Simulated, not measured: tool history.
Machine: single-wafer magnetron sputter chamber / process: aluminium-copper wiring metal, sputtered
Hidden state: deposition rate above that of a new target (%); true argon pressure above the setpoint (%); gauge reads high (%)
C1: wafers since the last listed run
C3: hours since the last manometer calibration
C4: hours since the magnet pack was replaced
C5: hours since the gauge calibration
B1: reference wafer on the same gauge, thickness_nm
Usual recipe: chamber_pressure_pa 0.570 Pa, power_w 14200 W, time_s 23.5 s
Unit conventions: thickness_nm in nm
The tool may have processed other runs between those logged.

run 1 hour=0.0 | chamber_pressure_pa=0.570 power_w=14200 time_s=23.5 | C1=0 wafers_on_the_sputter_target=3490 C3=376.2 C4=4944.7 C5=918.6 | B1=540.990 | thickness_nm=631.849
run 2 hour=79.3 | chamber_pressure_pa=0.570 power_w=14200 time_s=23.5 | C1=1669 wafers_on_the_sputter_target=5159 C3=455.5 C4=5024.0 C5=997.9 | B1=541.178 | thickness_nm=633.328
run 3 hour=166.4 | chamber_pressure_pa=0.404 power_w=12850 time_s=23.5 | C1=1833 wafers_on_the_sputter_target=6993 C3=542.6 C4=5111.1 C5=1085.0 | B1=541.127 | thickness_nm=641.869
run 4 hour=217.0 | chamber_pressure_pa=0.404 power_w=12850 time_s=23.5 | C1=1065 wafers_on_the_sputter_target=8059 C3=593.2 C4=5161.7 C5=1135.6 | B1=541.637 | thickness_nm=646.290
-- hour=233.3 sputter target and shields replaced
run 5 hour=269.3 | chamber_pressure_pa=0.570 power_w=12500 time_s=25.5 | C1=932 wafers_on_the_sputter_target=758 C3=645.5 C4=5214.0 C5=1187.9 | B1=542.064 | thickness_nm=605.936
run 6 hour=337.1 | chamber_pressure_pa=0.570 power_w=14200 time_s=23.5 | C1=1427 wafers_on_the_sputter_target=2186 C3=713.3 C4=5281.8 C5=1255.7 | B1=542.494 | thickness_nm=634.360
run 7 hour=375.6 | chamber_pressure_pa=0.570 power_w=14200 time_s=23.5 | C1=810 wafers_on_the_sputter_target=2996 C3=751.8 C4=5320.3 C5=1294.2 | B1=542.591 | thickness_nm=632.580
run 8 hour=458.4 | chamber_pressure_pa=0.570 power_w=14200 time_s=23.5 | C1=1743 wafers_on_the_sputter_target=4740 C3=834.6 C4=5403.1 C5=1377.0 | B1=542.974 | thickness_nm=634.294
run 9 hour=550.1 | chamber_pressure_pa=0.570 power_w=14200 time_s=23.5 | C1=1930 wafers_on_the_sputter_target=6671 C3=926.3 C4=5494.8 C5=1468.7 | B1=543.657 | thickness_nm=635.633
run 10 hour=612.3 | chamber_pressure_pa=0.570 power_w=14200 time_s=22.0 | C1=1309 wafers_on_the_sputter_target=7980 C3=988.5 C4=5557.0 C5=1530.9 | B1=543.289 | thickness_nm=591.967
-- hour=626.2 sputter target and shields replaced
run 11 hour=682.2 | chamber_pressure_pa=0.570 power_w=16850 time_s=23.5 | C1=1303 wafers_on_the_sputter_target=1179 C3=1058.4 C4=5626.9 C5=1600.8 | B1=544.190 | thickness_nm=751.776
run 12 hour=737.8 | chamber_pressure_pa=0.570 power_w=14200 time_s=23.5 | C1=1170 wafers_on_the_sputter_target=2349 C3=1114.0 C4=5682.5 C5=1656.4 | B1=544.183 | thickness_nm=639.258
run 13 hour=786.6 | chamber_pressure_pa=0.449 power_w=14200 time_s=23.5 | C1=1027 wafers_on_the_sputter_target=3377 C3=1162.8 C4=5731.3 C5=1705.2 | B1=544.600 | thickness_nm=693.835
-- hour=990.0 sputter target and shields replaced
-- hour=1056.3 gauge calibrated
run 14 hour=1082.4 | chamber_pressure_pa=0.570 power_w=10900 time_s=26.5 | C1=6059 wafers_on_the_sputter_target=1944 C3=1458.6 C4=6027.1 C5=26.1 | B1=533.421 | thickness_nm=539.444
run 15 hour=1141.8 | chamber_pressure_pa=0.718 power_w=11600 time_s=21.2 | C1=1250 wafers_on_the_sputter_target=3195 C3=1518.0 C4=6086.5 C5=85.5 | B1=534.056 | thickness_nm=414.384
-- hour=1176.2 capacitance manometer re-zeroed and calibrated
run 16 hour=1235.0 | chamber_pressure_pa=0.570 power_w=17000 time_s=23.5 | C1=1793 wafers_on_the_sputter_target=4989 C3=58.8 C4=6179.7 C5=178.7 | B1=534.539 | thickness_nm=747.067
-- hour=1294.6 magnet pack replaced
run 17 hour=1337.9 | chamber_pressure_pa=0.570 power_w=14200 time_s=23.5 | C1=1998 wafers_on_the_sputter_target=6987 C3=161.7 C4=43.3 C5=281.6 | B1=534.763 | thickness_nm=625.971
-- hour=1394.2 sputter target and shields replaced
run 18 hour=1437.8 | chamber_pressure_pa=0.570 power_w=14200 time_s=23.5 | C1=1935 wafers_on_the_sputter_target=917 C3=261.6 C4=143.2 C5=381.5 | B1=535.226 | thickness_nm=623.510
run 19 hour=1490.8 | chamber_pressure_pa=0.666 power_w=14200 time_s=20.5 | C1=1115 wafers_on_the_sputter_target=2033 C3=314.6 C4=196.2 C5=434.5 | B1=535.375 | thickness_nm=508.672
run 20 hour=1530.6 | chamber_pressure_pa=0.663 power_w=14200 time_s=22.3 | C1=838 wafers_on_the_sputter_target=2871 C3=354.4 C4=236.0 C5=474.3 | B1=535.877 | thickness_nm=558.643
run 21 hour=1631.3 | chamber_pressure_pa=0.371 power_w=14200 time_s=25.6 | C1=2120 wafers_on_the_sputter_target=4991 C3=455.1 C4=336.7 C5=575.0 | B1=536.444 | thickness_nm=788.645
run 22 hour=1725.0 | chamber_pressure_pa=0.570 power_w=14200 time_s=23.5 | C1=1972 wafers_on_the_sputter_target=6964 C3=548.8 C4=430.4 C5=668.7 | B1=536.582 | thickness_nm=627.892
-- hour=1765.4 sputter target and shields replaced
run 23 hour=1825.7 | chamber_pressure_pa=0.570 power_w=14200 time_s=23.5 | C1=1951 wafers_on_the_sputter_target=1268 C3=649.5 C4=531.1 C5=769.4 | B1=537.206 | thickness_nm=629.818
run 24 hour=1868.8 | chamber_pressure_pa=0.505 power_w=11900 time_s=23.5 | C1=907 wafers_on_the_sputter_target=2176 C3=692.6 C4=574.2 C5=812.5 | B1=537.525 | thickness_nm=549.868
run 25 hour=1940.6 | chamber_pressure_pa=0.570 power_w=14200 time_s=23.5 | C1=1511 wafers_on_the_sputter_target=3688 C3=764.4 C4=646.0 C5=884.3 | B1=537.858 | thickness_nm=630.527

Consider 3 possible next runs. They are alternatives, not a sequence: every one starts from the tool as it was left by run 25. What does each give?
run A hour=1941.0 | chamber_pressure_pa=0.570 power_w=17450 time_s=23.5 | C1=8 wafers_on_the_sputter_target=3696 C3=764.8 C4=646.4 C5=884.7 | B1=? | thickness_nm=?
run B hour=1941.0 | chamber_pressure_pa=0.570 power_w=16200 time_s=27.1 | C1=8 wafers_on_the_sputter_target=3696 C3=764.8 C4=646.4 C5=884.7 | B1=? | thickness_nm=?
run C hour=1941.0 | chamber_pressure_pa=0.629 power_w=14200 time_s=24.7 | C1=8 wafers_on_the_sputter_target=3696 C3=764.8 C4=646.4 C5=884.7 | B1=? | thickness_nm=?

run=A B1=537.642 thickness_nm=776.042
run=B B1=537.642 thickness_nm=830.818
run=C B1=537.642 thickness_nm=637.182
Stripped of hidden state, with their random variation kept, the same runs would have yielded:
run=A thickness_nm=770.456
run=B thickness_nm=824.839
run=C thickness_nm=632.596
